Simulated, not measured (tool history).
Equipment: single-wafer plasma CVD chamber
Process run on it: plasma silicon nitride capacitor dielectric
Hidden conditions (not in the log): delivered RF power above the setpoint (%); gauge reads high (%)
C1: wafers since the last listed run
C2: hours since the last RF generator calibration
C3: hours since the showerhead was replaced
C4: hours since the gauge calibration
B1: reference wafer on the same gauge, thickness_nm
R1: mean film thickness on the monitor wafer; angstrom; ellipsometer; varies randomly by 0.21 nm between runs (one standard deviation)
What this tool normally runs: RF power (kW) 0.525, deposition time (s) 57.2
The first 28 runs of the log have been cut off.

run 29 hour=879.4 | RF_power_(kW)=0.595 deposition_time_(s)=63.9 | C1=632 C2=33.5 C3=81.8 C4=796.3 | B1=88.929 | R1=983.62
-- hour=889.7 gauge calibrated
run 30 hour=901.7 | RF_power_(kW)=0.6 deposition_time_(s)=52.5 | C1=540 C2=55.8 C3=104.1 C4=12 | B1=88.859 | R1=813.61
run 31 hour=927.9 | RF_power_(kW)=0.525 deposition_time_(s)=57.2 | C1=634 C2=82 C3=130.3 C4=38.2 | B1=88.905 | R1=854.49
run 32 hour=960.6 | RF_power_(kW)=0.525 deposition_time_(s)=57.2 | C1=792 C2=114.7 C3=163 C4=70.9 | B1=88.899 | R1=857.79
run 33 hour=974.6 | RF_power_(kW)=0.5 deposition_time_(s)=61.2 | C1=339 C2=128.7 C3=177 C4=84.9 | B1=88.891 | R1=902.11
run 34 hour=990.3 | RF_power_(kW)=0.525 deposition_time_(s)=57.2 | C1=380 C2=144.4 C3=192.7 C4=100.6 | B1=88.905 | R1=855.65
run 35 hour=1020.4 | RF_power_(kW)=0.525 deposition_time_(s)=57.2 | C1=729 C2=174.5 C3=222.8 C4=130.7 | B1=88.907 | R1=853.62
run 36 hour=1053.8 | RF_power_(kW)=0.57 deposition_time_(s)=47.7 | C1=809 C2=207.9 C3=256.2 C4=164.1 | B1=88.877 | R1=728.92
run 37 hour=1070.1 | RF_power_(kW)=0.61 deposition_time_(s)=61.3 | C1=395 C2=224.2 C3=272.5 C4=180.4 | B1=88.918 | R1=950.39
run 38 hour=1088 | RF_power_(kW)=0.525 deposition_time_(s)=68.5 | C1=433 C2=242.1 C3=290.4 C4=198.3 | B1=88.922 | R1=1021.6
run 39 hour=1118.6 | RF_power_(kW)=0.63 deposition_time_(s)=57.2 | C1=741 C2=272.7 C3=321 C4=228.9 | B1=88.918 | R1=893.17
run 40 hour=1144.7 | RF_power_(kW)=0.555 deposition_time_(s)=57.2 | C1=632 C2=298.8 C3=347.1 C4=255 | B1=88.857 | R1=869.49
run 41 hour=1166.2 | RF_power_(kW)=0.565 deposition_time_(s)=65.2 | C1=521 C2=320.3 C3=368.6 C4=276.5 | B1=88.927 | R1=991.65
run 42 hour=1188.5 | RF_power_(kW)=0.525 deposition_time_(s)=57.2 | C1=540 C2=342.6 C3=390.9 C4=298.8 | B1=88.955 | R1=849.74
run 43 hour=1236.6 | RF_power_(kW)=0.595 deposition_time_(s)=68.2 | C1=1165 C2=390.7 C3=439 C4=346.9 | B1=88.917 | R1=1047.78

5 options for the next run, each taken on its own from the tool as it stands now. Forecast them:
run A hour=1237 | RF_power_(kW)=0.525 deposition_time_(s)=57.2 | C1=9 C2=391.1 C3=439.4 C4=347.3 | B1=? | R1=?
run B hour=1237 | RF_power_(kW)=0.425 deposition_time_(s)=61.2 | C1=9 C2=391.1 C3=439.4 C4=347.3 | B1=? | R1=?
run C hour=1237 | RF_power_(kW)=0.475 deposition_time_(s)=49.6 | C1=9 C2=391.1 C3=439.4 C4=347.3 | B1=? | R1=?
run D hour=1237 | RF_power_(kW)=0.525 deposition_time_(s)=64.8 | C1=9 C2=391.1 C3=439.4 C4=347.3 | B1=? | R1=?
run E hour=1237 | RF_power_(kW)=0.605 deposition_time_(s)=51.7 | C1=9 C2=391.1 C3=439.4 C4=347.3 | B1=? | R1=?

run=A B1=88.87 R1=856.72
run=B B1=88.87 R1=873.04
run=C B1=88.87 R1=725.73
run=D B1=88.87 R1=970.55
run=E B1=88.87 R1=801.1
Without the tool's unlogged condition, the same runs would have read:
run=A R1=860.11
run=B R1=876.5
run=C R1=728.6
run=D R1=974.39
run=E R1=804.27

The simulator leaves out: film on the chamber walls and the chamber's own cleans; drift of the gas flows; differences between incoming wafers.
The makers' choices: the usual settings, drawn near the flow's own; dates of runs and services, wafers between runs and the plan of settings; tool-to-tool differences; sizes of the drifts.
